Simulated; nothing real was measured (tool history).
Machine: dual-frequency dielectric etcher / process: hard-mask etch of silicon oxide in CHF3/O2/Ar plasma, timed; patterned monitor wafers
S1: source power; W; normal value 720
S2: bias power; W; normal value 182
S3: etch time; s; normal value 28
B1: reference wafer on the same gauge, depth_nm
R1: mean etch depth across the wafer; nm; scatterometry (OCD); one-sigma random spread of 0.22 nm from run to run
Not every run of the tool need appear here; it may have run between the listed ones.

run	hour	S1	S2	S3	B1	R1
1	0	720	182	28	57	63.5
2	14.1	720	182	28	57	63.5
3	49.8	720	182	23.5	56.9	53.2
4	141.5	720	182	23.5	56.7	53
5	175.3	720	182	28	56.6	62.9
6	193.5	640	182	28	56.6	59.5
# hour 204.3: source power generator calibrated
7	220.1	640	182	28	56.5	59.7
# hour 248.3: wet clean of the chamber
8	248.8	720	182	28	56.4	62.6
# hour 254.9: bias power generator calibrated
9	258.7	720	182	28	56.4	62.8
# hour 280.5: gauge calibrated
# hour 288.2: upper electrode replaced
10	288.7	720	154	28	57.2	60.6
11	299.7	720	216	21.5	57.2	51.4
12	330.6	720	213	28	57.1	66.7
13	350.8	720	217	28	57.1	66.9
14	382.7	720	207	20.5	57	48.4

Hidden state or all else? Some run-to-run changes of R1, split into what the settings, what came in and random variation would give without the hidden state, and what is left for the hidden state (with any gauge scatter that isn't in both results):
Unlogged tool condition in this case: etch rate over this chamber's usual, %; source power that arrives over what is set, %; bias power that arrives over what is set, %; gauge reads high (%).
Run 9 -> 10: S2 182 -> 154, gauge calibrated, upper electrode replaced. R1 -2.2 nm: hidden state +0.8, all else -3.
Run 13 -> 14: S2 217 -> 207, S3 28 -> 20.5. R1 -18.5 nm: hidden state +0, all else -18.5.

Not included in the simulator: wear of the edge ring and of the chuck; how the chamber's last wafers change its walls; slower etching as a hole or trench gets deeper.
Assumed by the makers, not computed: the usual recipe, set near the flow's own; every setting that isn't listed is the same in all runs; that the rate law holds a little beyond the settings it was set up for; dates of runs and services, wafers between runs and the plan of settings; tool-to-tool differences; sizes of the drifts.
